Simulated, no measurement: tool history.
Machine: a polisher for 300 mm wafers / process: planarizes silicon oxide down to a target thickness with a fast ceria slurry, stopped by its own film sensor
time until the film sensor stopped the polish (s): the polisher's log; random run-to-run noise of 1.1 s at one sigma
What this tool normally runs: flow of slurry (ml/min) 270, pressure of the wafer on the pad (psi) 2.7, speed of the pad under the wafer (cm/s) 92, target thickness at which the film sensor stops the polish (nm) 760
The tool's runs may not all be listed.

| run | hour | flow of slurry (ml/min) | pressure of the wafer on the pad (psi) | speed of the pad under the wafer (cm/s) | target thickness at which the film sensor stops the polish (nm) | incoming thickness of the incoming film, nm | time until the film sensor stopped the polish (s) |
|---|---|---|---|---|---|---|---|
| 1 | 0 | 270 | 2.7 | 92 | 760 | 1952.2 | 91 |
| 2 | 27.8 | 270 | 2.7 | 92 | 760 | 1924.8 | 88.5 |
| 3 | 59.8 | 225 | 2.7 | 92 | 760 | 1937.7 | 89.9 |
| 4 | 185.8 | 270 | 2.7 | 92 | 760 | 1921.2 | 89.3 |
| 5 | 256.6 | 270 | 2.7 | 92 | 760 | 1900.4 | 86.6 |
| 6 | 289.6 | 270 | 2.7 | 92 | 760 | 1959.4 | 92.9 |
| 7 | 494.5 | 270 | 2.1 | 82 | 760 | 1957.5 | 130.9 |
| 8 | 553.3 | 270 | 2.7 | 102 | 760 | 1950.6 | 83 |
| 9 | 597.9 | 270 | 2.7 | 102 | 760 | 1941.3 | 80.1 |
| 10 | 651.5 | 270 | 2.7 | 102 | 760 | 1949.9 | 83.1 |
| 11 | 679.5 | 270 | 2.7 | 92 | 760 | 1925.8 | 90.2 |
| 12 | 720.8 | 270 | 2.7 | 92 | 760 | 1902 | 86.6 |
| 13 | 748.3 | 270 | 2.7 | 92 | 760 | 1933.6 | 88.5 |
| 14 | 808.8 | 270 | 2.7 | 92 | 760 | 1912.1 | 86.9 |
| 15 | 865.3 | 270 | 2.4 | 92 | 576 | 1954.7 | 118.2 |
| 16 | 898.3 | 270 | 2.4 | 104 | 760 | 1940.2 | 88.3 |
| 17 | 946.7 | 270 | 2.7 | 92 | 760 | 1959.7 | 92.1 |
| 18 | 1001 | 205 | 3.3 | 74 | 426 | 1939.8 | 119.4 |
| 19 | 1061.7 | 270 | 1.9 | 92 | 760 | 1961.5 | 131.1 |
| 20 | 1105.4 | 355 | 2.1 | 112 | 760 | 1958.7 | 94.9 |
| 21 | 1223.9 | 270 | 2.7 | 92 | 760 | 1920.3 | 86.7 |
| 22 | 1273.5 | 270 | 2.7 | 92 | 760 | 1972.6 | 92.9 |
| 23 | 1308.3 | 270 | 2.7 | 92 | 760 | 1947.8 | 91.8 |
| 24 | 1400.9 | 270 | 2.7 | 92 | 760 | 1963.4 | 91.5 |
| 25 | 1436.2 | 210 | 2.7 | 92 | 968 | 1933.7 | 76.5 |
| 26 | 1502.8 | 270 | 2.7 | 92 | 474 | 1916.5 | 109.7 |
| 27 | 1568.4 | 270 | 2.7 | 92 | 875 | 1913.9 | 79.7 |
| 28 | 1603.4 | 270 | 2.1 | 74 | 760 | 1929.1 | 140.4 |
| 29 | 1655.2 | 270 | 2.3 | 92 | 760 | 1946.9 | 104.6 |
| 30 | 1724.1 | 195 | 3.2 | 112 | 469 | 1929.5 | 83.3 |
| 31 | 1773.8 | 270 | 2.7 | 104 | 497 | 1943.4 | 97.8 |
| 32 | 1815.9 | 210 | 2 | 68 | 974 | 1930.2 | 135.1 |
| 33 | 1846.7 | 270 | 2.7 | 64 | 760 | 1929.7 | 123.5 |
| 34 | 1876.8 | 345 | 2.7 | 68 | 760 | 1919.5 | 115.1 |
| 35 | 1941.4 | 240 | 2.7 | 60 | 466 | 1958.4 | 168.5 |
| 36 | 1997.3 | 270 | 2.7 | 92 | 760 | 1937.5 | 89 |

Removed from this log: 8 entries logged between the listed runs. Between which two listed runs does each belong, and how does the tool's hidden state at the listed run before it compare with that at the listed run after it?
Runs 6 to 7: worn pad replaced by a new one (hour 457.4)
  the hidden state is the same at both runs
Runs 7 to 8: slurry nozzle cleaned (hour 534.9)
  the hidden state is the same at both runs
Runs 13 to 14: head pressure recalibrated (hour 773.8)
  the hidden state is the same at both runs
Runs 15 to 16: worn pad replaced by a new one (hour 880.4)
  the hidden state is the same at both runs
Runs 22 to 23: worn pad replaced by a new one (hour 1282.6)
  the hidden state is the same at both runs
Runs 23 to 24: slurry nozzle cleaned (hour 1373)
  the hidden state is the same at both runs
Runs 29 to 30: worn pad replaced by a new one (hour 1667.2)
  the hidden state is the same at both runs
Runs 30 to 31: head pressure recalibrated (hour 1751.1)
  the hidden state is the same at both runs
